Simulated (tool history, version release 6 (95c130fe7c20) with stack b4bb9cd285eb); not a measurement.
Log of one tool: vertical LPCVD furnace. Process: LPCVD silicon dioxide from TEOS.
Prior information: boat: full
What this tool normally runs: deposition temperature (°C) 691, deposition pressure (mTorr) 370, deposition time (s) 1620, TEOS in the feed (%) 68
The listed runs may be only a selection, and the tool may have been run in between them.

run	hour	deposition temperature (°C)	deposition pressure (mTorr)	deposition time (s)	TEOS in the feed (%)	wafers since the last listed run	hours since the last temperature calibration	hours since the pressure gauge was zeroed	hours since the TEOS flow controller was replaced	hours since the gauge calibration	read-back reference wafer on the same gauge, thickness	film thickness on the monitor wafer in the middle of the boat (Å)
1	0.0	691	370	1620	68	0	2044.3	4620.4	1949.3	66.4	194.05	1864.3
2	70.0	691	370	1620	68	1248	2114.3	4690.4	2019.3	136.4	193.81	1868.7
3	96.3	691	370	1620	68	469	2140.6	4716.7	2045.6	162.7	194.02	1867.3
4	109.5	691	370	1620	68	235	2153.8	4729.9	2058.8	175.9	194.05	1879.5
5	126.5	691	370	1620	68	303	2170.8	4746.9	2075.8	192.9	194.05	1866.6
6	146.2	691	440	1620	68	351	2190.5	4766.6	2095.5	212.6	194.30	2043.8
# hour 180.0: pressure gauge zeroed
7	180.5	691	440	1620	68	183	2224.8	0.5	2129.8	246.9	193.89	2045.3
8	191.1	691	300	1620	68	189	2235.4	11.1	2140.4	257.5	193.95	1686.3
9	213.8	691	300	1620	68	404	2258.1	33.8	2163.1	280.2	193.87	1692.3
# hour 256.8: thermocouples replaced and temperature profile calibrated
10	257.3	691	370	1620	68	347	0.5	77.3	2206.6	323.7	193.92	1718.7
11	271.4	691	370	1320	62	251	14.6	91.4	2220.7	337.8	193.96	1338.1

What will run 12 give?
12	285.0	683	335	2220	68	242	28.2	105.0	2234.3	351.4	?	?

{"run 12": {"read-back reference wafer on the same gauge, thickness": 194.2, "film thickness on the monitor wafer in the middle of the boat (Å)": 1859.7}}
Were there no unlogged condition in the tool, this run, its random variation unchanged, would have produced film thickness on the monitor wafer in the middle of the boat (Å) 1822.5.
